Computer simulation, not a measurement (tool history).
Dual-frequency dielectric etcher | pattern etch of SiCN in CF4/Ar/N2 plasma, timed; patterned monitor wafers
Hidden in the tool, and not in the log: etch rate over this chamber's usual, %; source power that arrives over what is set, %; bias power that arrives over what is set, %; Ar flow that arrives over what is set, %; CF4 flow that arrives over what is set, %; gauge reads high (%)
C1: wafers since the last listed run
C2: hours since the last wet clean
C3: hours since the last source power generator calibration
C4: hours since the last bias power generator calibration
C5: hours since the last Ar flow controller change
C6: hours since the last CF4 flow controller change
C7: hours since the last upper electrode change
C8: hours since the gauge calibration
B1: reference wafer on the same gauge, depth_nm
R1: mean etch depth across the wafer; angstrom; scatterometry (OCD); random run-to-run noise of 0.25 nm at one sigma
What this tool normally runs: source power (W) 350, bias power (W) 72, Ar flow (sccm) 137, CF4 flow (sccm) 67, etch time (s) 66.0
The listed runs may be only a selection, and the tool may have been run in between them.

run 1 hour=0.0 | source_power_(W)=380 bias_power_(W)=72 Ar_flow_(sccm)=137 CF4_flow_(sccm)=67 etch_time_(s)=66.0 | C1=0 C2=0.5 C3=2441.5 C4=200.7 C5=544.1 C6=4198.6 C7=4902.4 C8=574.4 | B1=44.12 | R1=442.5
run 2 hour=74.7 | source_power_(W)=350 bias_power_(W)=72 Ar_flow_(sccm)=126 CF4_flow_(sccm)=67 etch_time_(s)=66.0 | C1=755 C2=75.2 C3=2516.2 C4=275.4 C5=618.8 C6=4273.3 C7=4977.1 C8=649.1 | B1=44.11 | R1=405.0
-- hour=105.2 CF4 flow controller replaced
run 3 hour=133.8 | source_power_(W)=350 bias_power_(W)=72 Ar_flow_(sccm)=137 CF4_flow_(sccm)=67 etch_time_(s)=66.0 | C1=536 C2=134.3 C3=2575.3 C4=334.5 C5=677.9 C6=28.6 C7=5036.2 C8=708.2 | B1=44.10 | R1=403.0
run 4 hour=183.9 | source_power_(W)=350 bias_power_(W)=72 Ar_flow_(sccm)=137 CF4_flow_(sccm)=67 etch_time_(s)=66.0 | C1=506 C2=184.4 C3=2625.4 C4=384.6 C5=728.0 C6=78.7 C7=5086.3 C8=758.3 | B1=44.19 | R1=408.1
run 5 hour=256.1 | source_power_(W)=350 bias_power_(W)=72 Ar_flow_(sccm)=161 CF4_flow_(sccm)=63 etch_time_(s)=66.0 | C1=729 C2=256.6 C3=2697.6 C4=456.8 C5=800.2 C6=150.9 C7=5158.5 C8=830.5 | B1=44.16 | R1=399.5
run 6 hour=368.1 | source_power_(W)=410 bias_power_(W)=72 Ar_flow_(sccm)=151 CF4_flow_(sccm)=67 etch_time_(s)=72.5 | C1=1132 C2=368.6 C3=2809.6 C4=568.8 C5=912.2 C6=262.9 C7=5270.5 C8=942.5 | B1=44.11 | R1=521.4
run 7 hour=448.6 | source_power_(W)=350 bias_power_(W)=72 Ar_flow_(sccm)=137 CF4_flow_(sccm)=67 etch_time_(s)=66.0 | C1=813 C2=449.1 C3=2890.1 C4=649.3 C5=992.7 C6=343.4 C7=5351.0 C8=1023.0 | B1=44.09 | R1=415.0
-- hour=561.7 upper electrode replaced
-- hour=695.8 wet clean of the chamber
run 8 hour=705.1 | source_power_(W)=400 bias_power_(W)=72 Ar_flow_(sccm)=107 CF4_flow_(sccm)=77 etch_time_(s)=50.0 | C1=2108 C2=9.3 C3=3146.6 C4=905.8 C5=1249.2 C6=599.9 C7=143.4 C8=1279.5 | B1=44.10 | R1=366.3
run 9 hour=768.9 | source_power_(W)=350 bias_power_(W)=72 Ar_flow_(sccm)=137 CF4_flow_(sccm)=67 etch_time_(s)=66.0 | C1=645 C2=73.1 C3=3210.4 C4=969.6 C5=1313.0 C6=663.7 C7=207.2 C8=1343.3 | B1=44.07 | R1=405.5
run 10 hour=876.6 | source_power_(W)=350 bias_power_(W)=90 Ar_flow_(sccm)=153 CF4_flow_(sccm)=67 etch_time_(s)=85.0 | C1=1088 C2=180.8 C3=3318.1 C4=1077.3 C5=1420.7 C6=771.4 C7=314.9 C8=1451.0 | B1=44.19 | R1=550.8
run 11 hour=927.5 | source_power_(W)=350 bias_power_(W)=72 Ar_flow_(sccm)=137 CF4_flow_(sccm)=67 etch_time_(s)=66.0 | C1=514 C2=231.7 C3=3369.0 C4=1128.2 C5=1471.6 C6=822.3 C7=365.8 C8=1501.9 | B1=44.12 | R1=401.9
run 12 hour=1079.9 | source_power_(W)=350 bias_power_(W)=72 Ar_flow_(sccm)=137 CF4_flow_(sccm)=67 etch_time_(s)=71.0 | C1=1540 C2=384.1 C3=3521.4 C4=1280.6 C5=1624.0 C6=974.7 C7=518.2 C8=1654.3 | B1=44.02 | R1=442.4
-- hour=1111.3 source power generator calibrated
run 13 hour=1138.6 | source_power_(W)=350 bias_power_(W)=58 Ar_flow_(sccm)=137 CF4_flow_(sccm)=77 etch_time_(s)=66.0 | C1=553 C2=442.8 C3=27.3 C4=1339.3 C5=1682.7 C6=1033.4 C7=576.9 C8=1713.0 | B1=44.15 | R1=388.1
run 14 hour=1217.7 | source_power_(W)=440 bias_power_(W)=72 Ar_flow_(sccm)=137 CF4_flow_(sccm)=67 etch_time_(s)=66.0 | C1=799 C2=521.9 C3=106.4 C4=1418.4 C5=1761.8 C6=1112.5 C7=656.0 C8=1792.1 | B1=44.05 | R1=519.9
run 15 hour=1323.7 | source_power_(W)=350 bias_power_(W)=80 Ar_flow_(sccm)=126 CF4_flow_(sccm)=75 etch_time_(s)=66.0 | C1=1071 C2=627.9 C3=212.4 C4=1524.4 C5=1867.8 C6=1218.5 C7=762.0 C8=1898.1 | B1=44.11 | R1=444.6
run 16 hour=1382.4 | source_power_(W)=410 bias_power_(W)=72 Ar_flow_(sccm)=137 CF4_flow_(sccm)=67 etch_time_(s)=66.0 | C1=593 C2=686.6 C3=271.1 C4=1583.1 C5=1926.5 C6=1277.2 C7=820.7 C8=1956.8 | B1=44.11 | R1=486.3
run 17 hour=1448.6 | source_power_(W)=350 bias_power_(W)=72 Ar_flow_(sccm)=137 CF4_flow_(sccm)=74 etch_time_(s)=66.0 | C1=669 C2=752.8 C3=337.3 C4=1649.3 C5=1992.7 C6=1343.4 C7=886.9 C8=2023.0 | B1=44.03 | R1=421.5
-- hour=1509.3 wet clean of the chamber
run 18 hour=1530.6 | source_power_(W)=320 bias_power_(W)=62 Ar_flow_(sccm)=137 CF4_flow_(sccm)=67 etch_time_(s)=66.0 | C1=586 C2=21.3 C3=419.3 C4=1731.3 C5=2074.7 C6=1425.4 C7=968.9 C8=2105.0 | B1=44.07 | R1=348.7
run 19 hour=1742.9 | source_power_(W)=320 bias_power_(W)=88 Ar_flow_(sccm)=137 CF4_flow_(sccm)=67 etch_time_(s)=66.0 | C1=2146 C2=233.6 C3=631.6 C4=1943.6 C5=2287.0 C6=1637.7 C7=1181.2 C8=2317.3 | B1=44.11 | R1=394.3
run 20 hour=1843.5 | source_power_(W)=350 bias_power_(W)=72 Ar_flow_(sccm)=137 CF4_flow_(sccm)=67 etch_time_(s)=66.0 | C1=1017 C2=334.2 C3=732.2 C4=2044.2 C5=2387.6 C6=1738.3 C7=1281.8 C8=2417.9 | B1=44.11 | R1=404.8
run 21 hour=1908.0 | source_power_(W)=350 bias_power_(W)=72 Ar_flow_(sccm)=137 CF4_flow_(sccm)=67 etch_time_(s)=66.0 | C1=652 C2=398.7 C3=796.7 C4=2108.7 C5=2452.1 C6=1802.8 C7=1346.3 C8=2482.4 | B1=44.08 | R1=407.2
run 22 hour=1964.3 | source_power_(W)=350 bias_power_(W)=72 Ar_flow_(sccm)=137 CF4_flow_(sccm)=67 etch_time_(s)=66.0 | C1=569 C2=455.0 C3=853.0 C4=2165.0 C5=2508.4 C6=1859.1 C7=1402.6 C8=2538.7 | B1=44.13 | R1=408.1

Forecast each of these 3 alternatives for the next run:
run A hour=1964.7 | source_power_(W)=350 bias_power_(W)=72 Ar_flow_(sccm)=137 CF4_flow_(sccm)=67 etch_time_(s)=66.0 | C1=4 C2=455.4 C3=853.4 C4=2165.4 C5=2508.8 C6=1859.5 C7=1403.0 C8=2539.1 | B1=? | R1=?
run B hour=1964.7 | source_power_(W)=350 bias_power_(W)=72 Ar_flow_(sccm)=137 CF4_flow_(sccm)=67 etch_time_(s)=47.0 | C1=4 C2=455.4 C3=853.4 C4=2165.4 C5=2508.8 C6=1859.5 C7=1403.0 C8=2539.1 | B1=? | R1=?
run C hour=1964.7 | source_power_(W)=350 bias_power_(W)=58 Ar_flow_(sccm)=148 CF4_flow_(sccm)=62 etch_time_(s)=66.0 | C1=4 C2=455.4 C3=853.4 C4=2165.4 C5=2508.8 C6=1859.5 C7=1403.0 C8=2539.1 | B1=? | R1=?

run=A B1=44.10 R1=405.1
run=B B1=44.10 R1=288.5
run=C B1=44.10 R1=369.8
Take away the tool's hidden state, keep each run's random variation, and the runs would have read:
run=A R1=397.3
run=B R1=283.0
run=C R1=362.7
